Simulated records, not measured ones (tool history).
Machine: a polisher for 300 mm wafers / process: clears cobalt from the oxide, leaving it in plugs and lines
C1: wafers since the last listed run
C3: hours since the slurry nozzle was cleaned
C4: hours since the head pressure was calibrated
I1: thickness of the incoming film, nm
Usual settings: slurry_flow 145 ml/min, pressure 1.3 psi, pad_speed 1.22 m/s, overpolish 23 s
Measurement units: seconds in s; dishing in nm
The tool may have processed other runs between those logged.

run 1 hour=0 | slurry_flow=145 pressure=1.3 pad_speed=1.22 overpolish=23 | C1=0 wafers_polished_on_this_pad=958 C3=449 C4=809 | I1=382.5 | seconds=95.1 dishing=37.4
run 2 hour=103.9 | slurry_flow=145 pressure=1.3 pad_speed=1.22 overpolish=23 | C1=802 wafers_polished_on_this_pad=1761 C3=552.9 C4=912.9 | I1=380.3 | seconds=91 dishing=37.2
-- hour=119 slurry nozzle cleaned
-- hour=193.3 head pressure recalibrated
run 3 hour=203.3 | slurry_flow=145 pressure=1.3 pad_speed=1.5 overpolish=19 | C1=744 wafers_polished_on_this_pad=2506 C3=84.3 C4=10 | I1=380.9 | seconds=79.5 dishing=36.9
run 4 hour=287.5 | slurry_flow=145 pressure=1.3 pad_speed=1.22 overpolish=23 | C1=650 wafers_polished_on_this_pad=3156 C3=168.5 C4=94.2 | I1=379.4 | seconds=97.1 dishing=36.2
run 5 hour=338.5 | slurry_flow=145 pressure=1.3 pad_speed=1.22 overpolish=23 | C1=394 wafers_polished_on_this_pad=3550 C3=219.5 C4=145.2 | I1=385.1 | seconds=98.5 dishing=37.4
run 6 hour=404.9 | slurry_flow=145 pressure=1.3 pad_speed=1.22 overpolish=23 | C1=513 wafers_polished_on_this_pad=4064 C3=285.9 C4=211.6 | I1=382.2 | seconds=98.7 dishing=37.1
-- hour=413.4 worn pad replaced by a new one
run 7 hour=441.9 | slurry_flow=145 pressure=1.3 pad_speed=1.22 overpolish=23 | C1=255 wafers_polished_on_this_pad=220 C3=322.9 C4=248.6 | I1=378.4 | seconds=101.4 dishing=36.9
run 8 hour=507.8 | slurry_flow=145 pressure=1.3 pad_speed=1.22 overpolish=23 | C1=509 wafers_polished_on_this_pad=729 C3=388.8 C4=314.5 | I1=388 | seconds=105.3 dishing=36.1
run 9 hour=599.8 | slurry_flow=145 pressure=1.3 pad_speed=1.22 overpolish=23 | C1=710 wafers_polished_on_this_pad=1440 C3=480.8 C4=406.5 | I1=375.3 | seconds=100.4 dishing=36.6
run 10 hour=667.5 | slurry_flow=145 pressure=1.3 pad_speed=1.22 overpolish=23 | C1=523 wafers_polished_on_this_pad=1963 C3=548.5 C4=474.2 | I1=381.4 | seconds=102.1 dishing=35.6
-- hour=679.6 slurry nozzle cleaned
run 11 hour=756.5 | slurry_flow=145 pressure=1.3 pad_speed=1.54 overpolish=23 | C1=680 wafers_polished_on_this_pad=2643 C3=76.9 C4=563.2 | I1=384.9 | seconds=83.1 dishing=39.1
run 12 hour=854 | slurry_flow=145 pressure=1.3 pad_speed=1.22 overpolish=23 | C1=753 wafers_polished_on_this_pad=3397 C3=174.4 C4=660.7 | I1=375.7 | seconds=103 dishing=35.5
run 13 hour=910 | slurry_flow=145 pressure=1.3 pad_speed=1.22 overpolish=23 | C1=432 wafers_polished_on_this_pad=3830 C3=230.4 C4=716.7 | I1=379.3 | seconds=104.2 dishing=36.2
run 14 hour=984.8 | slurry_flow=145 pressure=1.3 pad_speed=1.22 overpolish=23 | C1=578 wafers_polished_on_this_pad=4408 C3=305.2 C4=791.5 | I1=373.9 | seconds=104.8 dishing=35.9
-- hour=1032.1 worn pad replaced by a new one, repeated, since the last time left the tool worse
-- hour=1055.6 head pressure recalibrated
run 15 hour=1067.8 | slurry_flow=110 pressure=1.3 pad_speed=1.22 overpolish=23 | C1=595 wafers_polished_on_this_pad=260 C3=388.2 C4=12.2 | I1=382.3 | seconds=99.6 dishing=36.8
run 16 hour=1122.5 | slurry_flow=145 pressure=1.1 pad_speed=1.22 overpolish=29 | C1=422 wafers_polished_on_this_pad=683 C3=442.9 C4=66.9 | I1=376.8 | seconds=111.3 dishing=37.6
run 17 hour=1161.6 | slurry_flow=145 pressure=1.3 pad_speed=1.22 overpolish=23 | C1=302 wafers_polished_on_this_pad=985 C3=482 C4=106 | I1=375.3 | seconds=92.3 dishing=37.2
run 18 hour=1239.1 | slurry_flow=145 pressure=1.5 pad_speed=1.22 overpolish=23 | C1=598 wafers_polished_on_this_pad=1584 C3=559.5 C4=183.5 | I1=379.7 | seconds=81.4 dishing=38.3
-- hour=1310.3 slurry nozzle cleaned
run 19 hour=1339.7 | slurry_flow=130 pressure=1.3 pad_speed=1.62 overpolish=23 | C1=769 wafers_polished_on_this_pad=2353 C3=29.4 C4=284.1 | I1=377.7 | seconds=73 dishing=38.8
run 20 hour=1390.5 | slurry_flow=145 pressure=1.3 pad_speed=0.92 overpolish=11 | C1=392 wafers_polished_on_this_pad=2746 C3=80.2 C4=334.9 | I1=380.7 | seconds=125.8 dishing=23.1
run 21 hour=1470.5 | slurry_flow=145 pressure=0.9 pad_speed=0.82 overpolish=23 | C1=618 wafers_polished_on_this_pad=3364 C3=160.2 C4=414.9 | I1=382.9 | seconds=208.1 dishing=27.1
run 22 hour=1513.1 | slurry_flow=165 pressure=1.8 pad_speed=0.94 overpolish=18 | C1=329 wafers_polished_on_this_pad=3693 C3=202.8 C4=457.5 | I1=381.1 | seconds=88.6 dishing=35.5
run 23 hour=1550.3 | slurry_flow=145 pressure=1.3 pad_speed=1.6 overpolish=23 | C1=287 wafers_polished_on_this_pad=3981 C3=240 C4=494.7 | I1=378.4 | seconds=73.2 dishing=39.1
-- hour=1599.7 worn pad replaced by a new one
run 24 hour=1643.6 | slurry_flow=145 pressure=0.9 pad_speed=0.82 overpolish=23 | C1=690 wafers_polished_on_this_pad=339 C3=333.3 C4=588 | I1=381.5 | seconds=203.3 dishing=27.5
run 25 hour=1746.5 | slurry_flow=160 pressure=1.3 pad_speed=1.22 overpolish=33 | C1=795 wafers_polished_on_this_pad=1134 C3=436.2 C4=690.9 | I1=372.6 | seconds=89 dishing=39.9
run 26 hour=1790.9 | slurry_flow=120 pressure=1.3 pad_speed=1.22 overpolish=18 | C1=343 wafers_polished_on_this_pad=1477 C3=480.6 C4=735.3 | I1=377.1 | seconds=97.8 dishing=33.6
-- hour=1832.4 slurry nozzle cleaned
run 27 hour=1873.3 | slurry_flow=145 pressure=1.3 pad_speed=1.4 overpolish=23 | C1=629 wafers_polished_on_this_pad=2106 C3=40.9 C4=817.7 | I1=379 | seconds=83 dishing=37.6
-- hour=1937.5 head pressure recalibrated
run 28 hour=1959.9 | slurry_flow=145 pressure=1.3 pad_speed=1.22 overpolish=10 | C1=653 wafers_polished_on_this_pad=2760 C3=127.5 C4=22.4 | I1=379.6 | seconds=93.1 dishing=25.8
run 29 hour=2009.9 | slurry_flow=180 pressure=1.3 pad_speed=1.4 overpolish=36 | C1=386 wafers_polished_on_this_pad=3146 C3=177.5 C4=72.4 | I1=379.1 | seconds=80.1 dishing=40.3
run 30 hour=2095.3 | slurry_flow=120 pressure=1.3 pad_speed=1.22 overpolish=23 | C1=659 wafers_polished_on_this_pad=3806 C3=262.9 C4=157.8 | I1=378.1 | seconds=98.5 dishing=36
-- hour=2174.7 worn pad replaced by a new one
run 31 hour=2175.2 | slurry_flow=170 pressure=1.3 pad_speed=1.58 overpolish=14 | C1=586 wafers_polished_on_this_pad=3 C3=342.8 C4=237.7 | I1=383.6 | seconds=71.3 dishing=34.3
run 32 hour=2257.8 | slurry_flow=145 pressure=1.3 pad_speed=1.54 overpolish=23 | C1=638 wafers_polished_on_this_pad=642 C3=425.4 C4=320.3 | I1=380.6 | seconds=74.1 dishing=38.6
run 33 hour=2296.9 | slurry_flow=145 pressure=1.3 pad_speed=1.22 overpolish=23 | C1=302 wafers_polished_on_this_pad=944 C3=464.5 C4=359.4 | I1=378.1 | seconds=92 dishing=36.8

Branching from run 33: 5 alternative next runs. What would each branch give?
run A hour=2297.4 | slurry_flow=145 pressure=1.3 pad_speed=1.22 overpolish=23 | C1=3 wafers_polished_on_this_pad=948 C3=465 C4=359.9 | I1=377 | seconds=? dishing=?
run B hour=2297.4 | slurry_flow=95 pressure=1.8 pad_speed=1.42 overpolish=23 | C1=3 wafers_polished_on_this_pad=948 C3=465 C4=359.9 | I1=377 | seconds=? dishing=?
run C hour=2297.4 | slurry_flow=145 pressure=1.8 pad_speed=1.22 overpolish=23 | C1=3 wafers_polished_on_this_pad=948 C3=465 C4=359.9 | I1=377 | seconds=? dishing=?
run D hour=2297.4 | slurry_flow=185 pressure=1.5 pad_speed=1.46 overpolish=37 | C1=3 wafers_polished_on_this_pad=948 C3=465 C4=359.9 | I1=377 | seconds=? dishing=?
run E hour=2297.4 | slurry_flow=145 pressure=1.3 pad_speed=1 overpolish=11 | C1=3 wafers_polished_on_this_pad=948 C3=465 C4=359.9 | I1=377 | seconds=? dishing=?

run=A seconds=93.6 dishing=37.5
run=B seconds=61.7 dishing=40
run=C seconds=67.6 dishing=39.6
run=D seconds=65.8 dishing=41
run=E seconds=114.2 dishing=25
Take away the tool's hidden state, keep each run's random variation, and the runs would have read:
run=A seconds=93 dishing=37.5
run=B seconds=61.3 dishing=40
run=C seconds=67.2 dishing=39.7
run=D seconds=65.4 dishing=41
run=E seconds=113.5 dishing=25.1
